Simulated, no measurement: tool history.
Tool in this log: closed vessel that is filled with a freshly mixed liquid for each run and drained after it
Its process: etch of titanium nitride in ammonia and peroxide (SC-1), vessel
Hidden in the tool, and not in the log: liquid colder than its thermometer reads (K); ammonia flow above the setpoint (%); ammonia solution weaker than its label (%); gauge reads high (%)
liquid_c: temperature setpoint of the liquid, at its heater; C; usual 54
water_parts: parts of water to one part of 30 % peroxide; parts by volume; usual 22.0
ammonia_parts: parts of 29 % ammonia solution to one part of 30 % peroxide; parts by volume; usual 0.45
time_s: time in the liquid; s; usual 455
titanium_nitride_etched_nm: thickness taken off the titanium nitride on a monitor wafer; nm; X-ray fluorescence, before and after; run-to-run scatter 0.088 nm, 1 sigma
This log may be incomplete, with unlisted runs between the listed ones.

run,day,liquid_c,water_parts,ammonia_parts,time_s,wafers since the last listed run,hours since the thermometer was replaced,hours since the ammonia flow meter was replaced,hours since the drum of ammonia solution was connected,hours since the gauge calibration,"read-back film thickness of the titanium nitride reference wafer, read on the same gauge (nm)",titanium_nitride_etched_nm
1,0.000,49,16.5,0.45,455,0,1375.1,364.0,286.5,103.5,150.03,14.59
2,2.675,49,16.5,0.45,455,5364,1439.3,428.2,350.7,167.7,150.07,14.53
3,3.875,54,22.0,0.45,455,2406,1468.1,457.0,379.5,196.5,150.02,17.37
4,5.192,54,22.0,0.45,455,2640,1499.7,488.6,411.1,228.1,149.97,17.32
5,7.750,54,22.0,0.45,455,5130,1561.1,550.0,472.5,289.5,150.01,17.20
6,8.867,54,22.0,0.55,455,2239,1587.9,576.8,499.3,316.3,150.00,17.92
7,10.096,54,22.0,0.45,570,2465,1617.4,606.3,528.8,345.8,150.03,21.45
8,12.500,54,22.0,0.45,570,4821,1675.1,664.0,586.5,403.5,150.00,21.66
# day 13.854: ammonia flow meter replaced
9,14.875,54,22.0,0.45,455,4679,1732.1,24.5,643.5,460.5,150.07,17.24
10,17.729,54,22.0,0.45,455,5724,1800.6,93.0,712.0,529.0,150.07,17.07
11,19.058,54,22.0,0.45,455,2665,1832.5,124.9,743.9,560.9,150.00,17.01
# day 20.946: new drum of ammonia solution connected
12,21.946,54,22.0,0.45,455,5707,1901.8,194.2,24.0,630.2,149.96,17.48
13,23.125,54,22.0,0.45,455,2364,1930.1,222.5,52.3,658.5,149.97,17.53
14,24.383,54,26.5,0.45,525,2523,1960.3,252.7,82.5,688.7,150.01,18.18
15,26.792,54,22.0,0.45,455,4830,2018.1,310.5,140.3,746.5,149.99,17.42
16,28.683,47,16.0,0.45,455,3793,2063.5,355.9,185.7,791.9,150.00,12.64
17,30.679,54,31.5,0.45,455,4002,2111.4,403.8,233.6,839.8,149.99,14.15
18,32.017,59,22.0,0.25,455,2682,2143.5,435.9,265.7,871.9,150.01,21.48
19,34.188,57,13.0,0.30,455,4353,2195.6,488.0,317.8,924.0,149.95,26.21
20,35.438,54,22.0,0.45,455,2506,2225.6,518.0,347.8,954.0,150.01,17.08
21,37.225,54,22.0,0.45,455,3584,2268.5,560.9,390.7,996.9,150.00,17.09
22,39.538,44,25.5,0.45,455,4637,2324.0,616.4,446.2,1052.4,150.02,7.74
# day 40.792: ammonia flow meter replaced
# day 44.633: thermometer replaced
# day 46.492: gauge calibrated
23,48.083,54,22.0,0.45,455,16972,82.8,175.0,651.3,38.2,149.99,17.61
24,50.908,54,11.5,0.55,455,5665,150.6,242.8,719.1,106.0,150.00,26.15
25,53.792,61,22.0,0.45,455,5782,219.8,312.0,788.3,175.2,149.97,27.92
26,60.138,54,22.0,0.45,455,12727,372.1,464.3,940.6,327.5,150.00,17.34
27,61.921,46,27.0,0.45,455,3576,414.9,507.1,983.4,370.3,150.01,8.82

3 options for the next run, each taken on its own from the tool as it stands now. Forecast them:
A,61.954,54,22.0,0.30,455,66,415.7,507.9,984.2,371.1,?,?
B,61.954,54,15.5,0.45,455,66,415.7,507.9,984.2,371.1,?,?
C,61.954,62,18.0,0.45,455,66,415.7,507.9,984.2,371.1,?,?

run,"read-back film thickness of the titanium nitride reference wafer, read on the same gauge (nm)",titanium_nitride_etched_nm
A,150.02,16.12
B,150.02,21.19
C,150.02,33.18
Take away the tool's hidden state, keep each run's random variation, and the runs would have read:
run,titanium_nitride_etched_nm
A,16.78
B,22.03
C,34.49
